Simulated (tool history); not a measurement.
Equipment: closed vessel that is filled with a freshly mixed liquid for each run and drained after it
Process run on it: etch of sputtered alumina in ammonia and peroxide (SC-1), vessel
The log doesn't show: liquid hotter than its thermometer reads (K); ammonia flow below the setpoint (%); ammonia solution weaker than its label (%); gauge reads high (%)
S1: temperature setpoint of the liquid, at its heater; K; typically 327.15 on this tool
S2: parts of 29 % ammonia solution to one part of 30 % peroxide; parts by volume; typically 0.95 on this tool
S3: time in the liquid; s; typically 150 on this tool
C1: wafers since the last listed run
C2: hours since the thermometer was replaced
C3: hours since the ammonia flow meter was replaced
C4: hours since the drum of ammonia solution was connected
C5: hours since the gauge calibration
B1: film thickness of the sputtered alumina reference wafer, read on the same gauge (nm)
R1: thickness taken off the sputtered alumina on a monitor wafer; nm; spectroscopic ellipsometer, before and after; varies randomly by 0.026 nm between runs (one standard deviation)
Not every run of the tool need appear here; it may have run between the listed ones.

{"run": 1, "day": 0.0, "S1": 327.15, "S2": 0.95, "S3": 175, "C1": 0, "C2": 1549.7, "C3": 77.7, "C4": 264.9, "C5": 3572.4, "B1": 80.01, "R1": 12.33}
{"run": 2, "day": 2.55, "S1": 327.15, "S2": 1.1, "S3": 125, "C1": 4234, "C2": 1610.9, "C3": 138.9, "C4": 326.1, "C5": 3633.6, "B1": 80.02, "R1": 8.94}
{"day": 5.75, "done": "thermometer replaced"}
{"run": 3, "day": 6.208, "S1": 327.15, "S2": 1.1, "S3": 125, "C1": 6006, "C2": 11.0, "C3": 226.7, "C4": 413.9, "C5": 3721.4, "B1": 79.99, "R1": 8.92}
{"run": 4, "day": 8.5, "S1": 327.15, "S2": 0.95, "S3": 150, "C1": 3805, "C2": 66.0, "C3": 281.7, "C4": 468.9, "C5": 3776.4, "B1": 80.0, "R1": 10.54}
{"day": 9.05, "done": "gauge calibrated"}
{"run": 5, "day": 11.333, "S1": 327.15, "S2": 1.15, "S3": 150, "C1": 4705, "C2": 134.0, "C3": 349.7, "C4": 536.9, "C5": 54.8, "B1": 79.98, "R1": 10.69}
{"run": 6, "day": 21.196, "S1": 327.15, "S2": 1.15, "S3": 150, "C1": 16378, "C2": 370.7, "C3": 586.4, "C4": 773.6, "C5": 291.5, "B1": 79.97, "R1": 10.6}
{"run": 7, "day": 24.383, "S1": 323.65, "S2": 0.95, "S3": 235, "C1": 5293, "C2": 447.2, "C3": 662.9, "C4": 850.1, "C5": 368.0, "B1": 79.98, "R1": 13.5}
{"run": 8, "day": 26.5, "S1": 317.65, "S2": 1.2, "S3": 185, "C1": 3515, "C2": 498.0, "C3": 713.7, "C4": 900.9, "C5": 418.8, "B1": 80.01, "R1": 7.75}
{"day": 26.754, "done": "new drum of ammonia solution connected"}
{"run": 9, "day": 28.071, "S1": 327.15, "S2": 0.95, "S3": 195, "C1": 2539, "C2": 535.7, "C3": 751.4, "C4": 31.6, "C5": 456.5, "B1": 79.99, "R1": 13.65}
{"run": 10, "day": 32.008, "S1": 319.65, "S2": 1.2, "S3": 225, "C1": 6539, "C2": 630.2, "C3": 845.9, "C4": 126.1, "C5": 551.0, "B1": 80.03, "R1": 10.69}
{"day": 32.208, "done": "ammonia flow meter replaced"}
{"run": 11, "day": 34.933, "S1": 327.15, "S2": 0.75, "S3": 125, "C1": 4788, "C2": 700.4, "C3": 65.4, "C4": 196.3, "C5": 621.2, "B1": 80.01, "R1": 8.66}
{"run": 12, "day": 37.062, "S1": 327.15, "S2": 0.95, "S3": 150, "C1": 3535, "C2": 751.5, "C3": 116.5, "C4": 247.4, "C5": 672.3, "B1": 79.99, "R1": 10.6}
{"run": 13, "day": 38.921, "S1": 327.15, "S2": 1.15, "S3": 240, "C1": 3086, "C2": 796.1, "C3": 161.1, "C4": 292.0, "C5": 716.9, "B1": 79.99, "R1": 17.23}
{"run": 14, "day": 41.517, "S1": 322.65, "S2": 1.2, "S3": 235, "C1": 4310, "C2": 858.4, "C3": 223.4, "C4": 354.3, "C5": 779.2, "B1": 80.01, "R1": 13.26}
{"run": 15, "day": 45.271, "S1": 327.15, "S2": 0.95, "S3": 150, "C1": 6234, "C2": 948.5, "C3": 313.5, "C4": 444.4, "C5": 869.3, "B1": 80.01, "R1": 10.56}
{"run": 16, "day": 47.192, "S1": 331.65, "S2": 0.8, "S3": 115, "C1": 3189, "C2": 994.6, "C3": 359.6, "C4": 490.5, "C5": 915.4, "B1": 79.99, "R1": 10.06}
{"run": 17, "day": 51.171, "S1": 327.15, "S2": 0.95, "S3": 150, "C1": 6608, "C2": 1090.1, "C3": 455.1, "C4": 586.0, "C5": 1010.9, "B1": 79.99, "R1": 10.5}
{"run": 18, "day": 55.496, "S1": 327.15, "S2": 0.8, "S3": 150, "C1": 7182, "C2": 1193.9, "C3": 558.9, "C4": 689.8, "C5": 1114.7, "B1": 80.0, "R1": 10.36}
{"run": 19, "day": 59.358, "S1": 323.15, "S2": 0.7, "S3": 70, "C1": 6414, "C2": 1286.6, "C3": 651.6, "C4": 782.5, "C5": 1207.4, "B1": 80.0, "R1": 3.81}
{"day": 60.558, "done": "new drum of ammonia solution connected"}
{"run": 20, "day": 63.167, "S1": 327.15, "S2": 0.95, "S3": 150, "C1": 6255, "C2": 1378.0, "C3": 743.0, "C4": 62.6, "C5": 1298.8, "B1": 80.0, "R1": 10.55}
{"run": 21, "day": 67.579, "S1": 334.15, "S2": 0.95, "S3": 150, "C1": 7327, "C2": 1483.9, "C3": 848.9, "C4": 168.5, "C5": 1404.7, "B1": 80.0, "R1": 15.19}
{"day": 70.962, "done": "thermometer replaced"}
{"run": 22, "day": 71.3, "S1": 323.65, "S2": 0.8, "S3": 180, "C1": 6110, "C2": 8.1, "C3": 938.2, "C4": 257.8, "C5": 1494.0, "B1": 80.0, "R1": 10.19}
{"run": 23, "day": 73.588, "S1": 327.15, "S2": 0.95, "S3": 150, "C1": 3798, "C2": 63.0, "C3": 993.1, "C4": 312.7, "C5": 1548.9, "B1": 80.0, "R1": 10.43}
{"day": 74.604, "done": "ammonia flow meter replaced"}
{"run": 24, "day": 75.721, "S1": 327.15, "S2": 0.95, "S3": 95, "C1": 3473, "C2": 114.2, "C3": 26.8, "C4": 363.9, "C5": 1600.1, "B1": 80.0, "R1": 6.7}
{"run": 25, "day": 78.396, "S1": 319.15, "S2": 0.95, "S3": 230, "C1": 4442, "C2": 178.4, "C3": 91.0, "C4": 428.1, "C5": 1664.3, "B1": 80.01, "R1": 10.46}
{"run": 26, "day": 82.433, "S1": 324.65, "S2": 0.55, "S3": 150, "C1": 6705, "C2": 275.3, "C3": 187.9, "C4": 525.0, "C5": 1761.2, "B1": 80.02, "R1": 8.75}
{"run": 27, "day": 86.567, "S1": 318.65, "S2": 0.95, "S3": 125, "C1": 6864, "C2": 374.5, "C3": 287.1, "C4": 624.2, "C5": 1860.4, "B1": 80.02, "R1": 5.48}
{"run": 28, "day": 89.092, "S1": 327.15, "S2": 0.95, "S3": 150, "C1": 4193, "C2": 435.1, "C3": 347.7, "C4": 684.8, "C5": 1921.0, "B1": 80.0, "R1": 10.48}

Each row is a separate what-if for the run after 28, all from the same tool condition, not one after another. Results?
{"run": "A", "day": 89.121, "S1": 327.15, "S2": 0.95, "S3": 150, "C1": 48, "C2": 435.8, "C3": 348.4, "C4": 685.5, "C5": 1921.7, "B1": "?", "R1": "?"}
{"run": "B", "day": 89.121, "S1": 318.15, "S2": 1.2, "S3": 90, "C1": 48, "C2": 435.8, "C3": 348.4, "C4": 685.5, "C5": 1921.7, "B1": "?", "R1": "?"}
{"run": "C", "day": 89.121, "S1": 327.15, "S2": 0.8, "S3": 240, "C1": 48, "C2": 435.8, "C3": 348.4, "C4": 685.5, "C5": 1921.7, "B1": "?", "R1": "?"}
{"run": "D", "day": 89.121, "S1": 327.15, "S2": 1.2, "S3": 120, "C1": 48, "C2": 435.8, "C3": 348.4, "C4": 685.5, "C5": 1921.7, "B1": "?", "R1": "?"}

run=A B1=80.00 R1=10.48
run=B B1=80.00 R1=3.91
run=C B1=80.00 R1=16.50
run=D B1=80.00 R1=8.57
Had the tool no hidden state, the same runs would have come out as:
run=A R1=10.64
run=B R1=3.97
run=C R1=16.75
run=D R1=8.71
